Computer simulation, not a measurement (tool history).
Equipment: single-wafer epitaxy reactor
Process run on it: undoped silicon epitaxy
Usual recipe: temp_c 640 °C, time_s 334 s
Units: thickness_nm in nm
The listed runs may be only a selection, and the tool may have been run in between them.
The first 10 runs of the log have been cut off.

run,day,temp_c,time_s,"read-back reference wafer on the same gauge, thickness_nm",thickness_nm
11,27.562,640,334,44.743,46.131
12,31.483,640,334,44.81,46.185
13,33.746,640,318,44.771,44.109
14,36.571,640,334,44.837,46.204
15,38.412,648,334,44.813,54.202
16,41.079,648,334,44.805,54.446
# day 42.246: gauge calibrated
17,43.45,648,334,44.814,54.28
18,47.592,640,334,44.812,46.286
# day 48.512: pyrometer calibrated
19,49.708,640,334,44.822,46.969
20,51.662,640,334,44.831,47.192
21,54.833,640,334,44.793,47.159
22,57.788,640,382,44.807,54.134
23,60.167,648,364,44.821,59.956
24,64.271,640,334,44.821,47.114
# day 65.571: pyrometer calibrated, repeated, since the last time left the tool worse
25,66.879,634,389,44.791,47.293
26,71.338,652,334,44.797,57.815
27,74.812,649,378,44.801,61.733

Run 28 has not been measured yet. What should we expect?
28,79.304,640,307,?,?

Run 28 came out at read-back reference wafer on the same gauge, thickness_nm 44.854, thickness_nm 42.226 nm.
Were there no unlogged condition in the tool, this run, its random variation unchanged, would have produced thickness_nm 41.83 nm.
